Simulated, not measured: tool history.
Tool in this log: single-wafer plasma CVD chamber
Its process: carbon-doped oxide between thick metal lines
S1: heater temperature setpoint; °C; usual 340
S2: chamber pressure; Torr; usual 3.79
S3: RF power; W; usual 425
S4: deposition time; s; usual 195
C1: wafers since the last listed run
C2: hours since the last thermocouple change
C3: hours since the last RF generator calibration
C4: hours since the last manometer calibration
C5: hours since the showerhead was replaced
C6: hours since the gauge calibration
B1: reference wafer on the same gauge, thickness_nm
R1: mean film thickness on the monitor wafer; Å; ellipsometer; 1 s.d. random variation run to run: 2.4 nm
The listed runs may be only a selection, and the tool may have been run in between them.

Run 1, hour 0: usual settings but S1 351 °C, S4 166 s; C1 0; C2 1447.9; C3 0.5; C4 2901.6; C5 6766.4; C6 2704.2; B1 731.409. Result: R1 7550.47 Å.
At hour 11.4: thermocouple changed; heater temperature recalibrated.
At hour 54.5: capacitance manometer re-zeroed and calibrated.
Run 2, hour 84.6: usual settings but S1 330 °C, S2 3.45 Torr; C1 421; C2 73.2; C3 85.1; C4 30.1; C5 6851; C6 2788.8; B1 731.665. Result: R1 9119.48 Å.
Run 3, hour 150.3: usual settings but S1 330 °C, S2 3.45 Torr; C1 404; C2 138.9; C3 150.8; C4 95.8; C5 6916.7; C6 2854.5; B1 731.979. Result: R1 9090.44 Å.
Run 4, hour 204.7: usual settings; C1 334; C2 193.3; C3 205.2; C4 150.2; C5 6971.1; C6 2908.9; B1 732.14. Result: R1 9076.79 Å.
At hour 240.4: gauge calibrated.
Run 5, hour 274.4: usual settings; C1 428; C2 263; C3 274.9; C4 219.9; C5 7040.8; C6 34; B1 732.53. Result: R1 9098.52 Å.
Run 6, hour 329.2: usual settings; C1 337; C2 317.8; C3 329.7; C4 274.7; C5 7095.6; C6 88.8; B1 731.848. Result: R1 9045.51 Å.
Run 7, hour 432: usual settings; C1 632; C2 420.6; C3 432.5; C4 377.5; C5 7198.4; C6 191.6; B1 731.905. Result: R1 9037.46 Å.
Run 8, hour 484.9: usual settings; C1 325; C2 473.5; C3 485.4; C4 430.4; C5 7251.3; C6 244.5; B1 732.153. Result: R1 9112.87 Å.
Run 9, hour 545.7: usual settings but S1 355 °C, S2 3.26 Torr; C1 373; C2 534.3; C3 546.2; C4 491.2; C5 7312.1; C6 305.3; B1 732.546. Result: R1 8549.05 Å.
Run 10, hour 653: usual settings but S2 4.09 Torr; C1 659; C2 641.6; C3 653.5; C4 598.5; C5 7419.4; C6 412.6; B1 732.01. Result: R1 9242.11 Å.
Run 11, hour 701.4: usual settings but S1 350 °C, S2 2.87 Torr; C1 297; C2 690; C3 701.9; C4 646.9; C5 7467.8; C6 461; B1 731.976. Result: R1 8545.15 Å.
Run 12, hour 744.7: usual settings but S1 330 °C, S2 4.08 Torr, S3 470 W, S4 210 s; C1 266; C2 733.3; C3 745.2; C4 690.2; C5 7511.1; C6 504.3; B1 731.624. Result: R1 10783.7 Å.
Run 13, hour 836.1: usual settings but S4 178 s; C1 562; C2 824.7; C3 836.6; C4 781.6; C5 7602.5; C6 595.7; B1 731.694. Result: R1 8296.96 Å.
At hour 910.4: showerhead replaced.
Run 14, hour 939.1: usual settings but S1 335 °C, S2 3.39 Torr, S3 345 W; C1 584; C2 927.7; C3 939.6; C4 884.6; C5 28.7; C6 698.7; B1 731.671. Result: R1 8125.01 Å.
At hour 978.8: RF generator calibrated.
Run 15, hour 994.4: usual settings but S1 328 °C, S2 3.09 Torr, S3 455 W, S4 213 s; C1 290; C2 983; C3 15.6; C4 939.9; C5 84; C6 754; B1 731.985. Result: R1 10325.4 Å.
Run 16, hour 1054.3: usual settings; C1 368; C2 1042.9; C3 75.5; C4 999.8; C5 143.9; C6 813.9; B1 732.315. Result: R1 9145.11 Å.
Run 17, hour 1114.9: usual settings but S1 349 °C, S2 3.35 Torr, S3 345 W, S4 180 s; C1 372; C2 1103.5; C3 136.1; C4 1060.4; C5 204.5; C6 874.5; B1 731.836. Result: R1 7229.28 Å.
Run 18, hour 1182.5: usual settings; C1 415; C2 1171.1; C3 203.7; C4 1128; C5 272.1; C6 942.1; B1 732.021. Result: R1 9082.42 Å.
Run 19, hour 1290: usual settings but S1 353 °C, S2 2.99 Torr, S3 365 W, S4 163 s; C1 661; C2 1278.6; C3 311.2; C4 1235.5; C5 379.6; C6 1049.6; B1 732.356. Result: R1 6582.72 Å.
Run 20, hour 1346.3: usual settings but S2 4.57 Torr, S4 185 s; C1 346; C2 1334.9; C3 367.5; C4 1291.8; C5 435.9; C6 1105.9; B1 731.61. Result: R1 8988.53 Å.
Run 21, hour 1421.9: usual settings but S1 352 °C, S2 4.59 Torr, S4 177 s; C1 464; C2 1410.5; C3 443.1; C4 1367.4; C5 511.5; C6 1181.5; B1 731.766. Result: R1 8330.34 Å.
Run 22, hour 1512.1: usual settings but S1 352 °C, S2 3.14 Torr, S3 500 W, S4 157 s; C1 554; C2 1500.7; C3 533.3; C4 1457.6; C5 601.7; C6 1271.7; B1 731.77. Result: R1 7505.62 Å.
At hour 1532: thermocouple changed; heater temperature recalibrated.
Run 23, hour 1568.9: usual settings; C1 300; C2 36.9; C3 590.1; C4 1514.4; C5 658.5; C6 1328.5; B1 731.917. Result: R1 8951.79 Å.
Run 24, hour 1664.6: usual settings; C1 588; C2 132.6; C3 685.8; C4 1610.1; C5 754.2; C6 1424.2; B1 731.589. Result: R1 9005.43 Å.
Run 25, hour 1736.8: usual settings but S1 331 °C, S2 4.66 Torr; C1 444; C2 204.8; C3 758; C4 1682.3; C5 826.4; C6 1496.4; B1 732.13. Result: R1 9587.79 Å.
Run 26, hour 1839.6: usual settings but S1 355 °C; C1 632; C2 307.6; C3 860.8; C4 1785.1; C5 929.2; C6 1599.2; B1 731.863. Result: R1 8692.63 Å.
Run 27, hour 1900.2: usual settings but S1 349 °C, S3 345 W; C1 372; C2 368.2; C3 921.4; C4 1845.7; C5 989.8; C6 1659.8; B1 732.025. Result: R1 7954.86 Å.

Expected results for the next run?
At hour 1937.2: RF generator calibrated.
Run 28, hour 1967.8: usual settings; C1 366; C2 435.8; C3 30.6; C4 1913.3; C5 1057.4; C6 1727.4; B1 ?. Result: R1 ?.

{"run 28": {"B1": 731.704, "R1": 9118.43}}
Take away the tool's hidden state, keep the run-to-run variation as it was, and the same run would have given R1 9051.78 Å.

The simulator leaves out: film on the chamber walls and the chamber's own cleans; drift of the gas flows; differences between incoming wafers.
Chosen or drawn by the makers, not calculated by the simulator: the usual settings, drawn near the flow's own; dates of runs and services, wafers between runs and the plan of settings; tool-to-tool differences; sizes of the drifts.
